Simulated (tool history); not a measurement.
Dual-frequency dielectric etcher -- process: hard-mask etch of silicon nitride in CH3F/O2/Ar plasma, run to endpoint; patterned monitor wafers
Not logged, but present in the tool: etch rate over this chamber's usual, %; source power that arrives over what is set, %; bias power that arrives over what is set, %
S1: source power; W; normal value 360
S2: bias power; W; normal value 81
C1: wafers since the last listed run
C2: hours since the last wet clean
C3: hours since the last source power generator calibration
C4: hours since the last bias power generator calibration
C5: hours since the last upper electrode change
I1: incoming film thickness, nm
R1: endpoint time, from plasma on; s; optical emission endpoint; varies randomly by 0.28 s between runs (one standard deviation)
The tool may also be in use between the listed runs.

run	hour	S1	S2	C1	C2	C3	C4	C5	I1	R1
1	0.0	390	70	0	366.6	5296.6	2779.5	3208.7	28.19	41.3
2	38.1	390	70	451	404.7	5334.7	2817.6	3246.8	28.04	41.2
3	74.2	390	70	427	440.8	5370.8	2853.7	3282.9	28.25	41.3
# hour 110.2: wet clean of the chamber
4	114.5	330	81	193	4.3	5411.1	2894.0	3323.2	28.12	43.2
5	240.2	330	81	1490	130.0	5536.8	3019.7	3448.9	28.11	43.3
# hour 296.0: source power generator calibrated
6	306.5	330	81	738	196.3	10.5	3086.0	3515.2	28.47	43.2
7	377.4	360	89	840	267.2	81.4	3156.9	3586.1	28.38	41.0
8	438.8	360	89	727	328.6	142.8	3218.3	3647.5	28.03	40.5
9	474.3	360	81	420	364.1	178.3	3253.8	3683.0	28.14	40.7
10	515.1	360	81	483	404.9	219.1	3294.6	3723.8	28.28	41.3
# hour 543.9: wet clean of the chamber
11	583.4	360	81	525	39.5	287.4	3362.9	3792.1	28.06	42.4
12	643.7	360	75	714	99.8	347.7	3423.2	3852.4	28.11	42.7
13	708.4	390	70	766	164.5	412.4	3487.9	3917.1	27.92	41.8
14	736.2	400	92	329	192.3	440.2	3515.7	3944.9	28.21	38.9
15	760.5	330	92	288	216.6	464.5	3540.0	3969.2	28.42	41.3
# hour 792.2: upper electrode replaced, of another model than before
16	805.9	270	66	253	262.0	509.9	3585.4	13.7	28.24	46.8
17	847.6	430	65	494	303.7	551.6	3627.1	55.4	28.23	42.8

The next listed run, before its measurement:
18	882.5	360	72	413	338.6	586.5	3662.0	90.3	28.07	?

For run 18 the tool returned R1 43.3 s.
With the hidden condition absent and the run-to-run variation left alone, this run would have shown R1 44.5 s.
